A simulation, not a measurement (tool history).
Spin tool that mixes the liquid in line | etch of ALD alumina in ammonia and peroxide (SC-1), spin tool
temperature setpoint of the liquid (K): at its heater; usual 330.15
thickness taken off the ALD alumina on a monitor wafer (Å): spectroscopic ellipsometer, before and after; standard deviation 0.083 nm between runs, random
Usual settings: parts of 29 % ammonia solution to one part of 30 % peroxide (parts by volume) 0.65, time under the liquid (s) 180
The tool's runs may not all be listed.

run	day	temperature setpoint of the liquid (K)	parts of 29 % ammonia solution to one part of 30 % peroxide (parts by volume)	time under the liquid (s)	read-back film thickness of the ALD alumina reference wafer, read on the same gauge (nm)	thickness taken off the ALD alumina on a monitor wafer (Å)
1	0.000	330.15	0.65	145	40.00	94.0
2	2.767	330.15	0.65	145	40.00	93.3
3	4.062	330.15	0.65	145	40.03	94.4
4	6.579	330.15	0.65	265	40.04	176.5
# day 7.579: gauge calibrated
# day 7.588: heated supply line repaired
5	8.983	330.15	0.65	265	40.01	176.9
6	10.846	330.15	0.65	265	39.97	174.5
7	11.983	332.15	0.65	180	39.99	129.7
8	14.183	332.15	0.65	180	39.99	131.5
# day 15.892: new drum of ammonia solution connected
9	15.992	332.15	0.65	180	39.99	132.3
10	17.833	322.65	0.65	180	39.97	80.3
# day 19.675: ammonia flow meter replaced
11	20.575	339.15	0.65	145	40.01	151.8
12	22.600	337.15	0.40	90	39.96	80.9
13	23.729	330.15	0.65	180	39.96	119.7
14	26.454	330.15	0.65	180	40.01	118.9
15	28.746	334.65	0.65	180	40.04	151.9
16	31.033	339.15	0.90	180	39.98	195.9
# day 31.296: thermometer replaced
17	33.988	336.65	0.45	260	39.99	205.3
18	35.475	330.15	0.95	250	39.97	152.0
19	36.533	334.15	0.65	105	40.03	75.9
20	38.271	339.15	0.65	180	39.99	169.3
21	39.654	324.65	0.45	180	40.03	75.7
22	40.925	340.15	0.90	240	40.01	244.9
23	42.667	330.15	0.65	180	40.00	108.7
24	44.471	322.65	0.65	180	39.99	72.0
25	45.675	330.15	0.65	180	40.02	105.8

Had the tool no unlogged condition, and each run kept its random variation, what would the results have been?
Hidden state at play: liquid hotter than its thermometer reads (K); ammonia flow above the setpoint (%); temperature lost on the way to the wafer (K); ammonia solution weaker than its label (%); gauge reads high (%).
run	thickness taken off the ALD alumina on a monitor wafer (Å)
1	84.3
2	83.5
3	84.3
4	157.3
5	157.2
6	154.7
7	115.1
8	116.4
9	116.8
10	70.2
11	134.2
12	71.3
13	104.6
14	103.8
15	132.7
16	171.5
17	204.1
18	150.8
19	75.3
20	167.6
21	74.7
22	241.8
23	107.0
24	70.6
25	103.9

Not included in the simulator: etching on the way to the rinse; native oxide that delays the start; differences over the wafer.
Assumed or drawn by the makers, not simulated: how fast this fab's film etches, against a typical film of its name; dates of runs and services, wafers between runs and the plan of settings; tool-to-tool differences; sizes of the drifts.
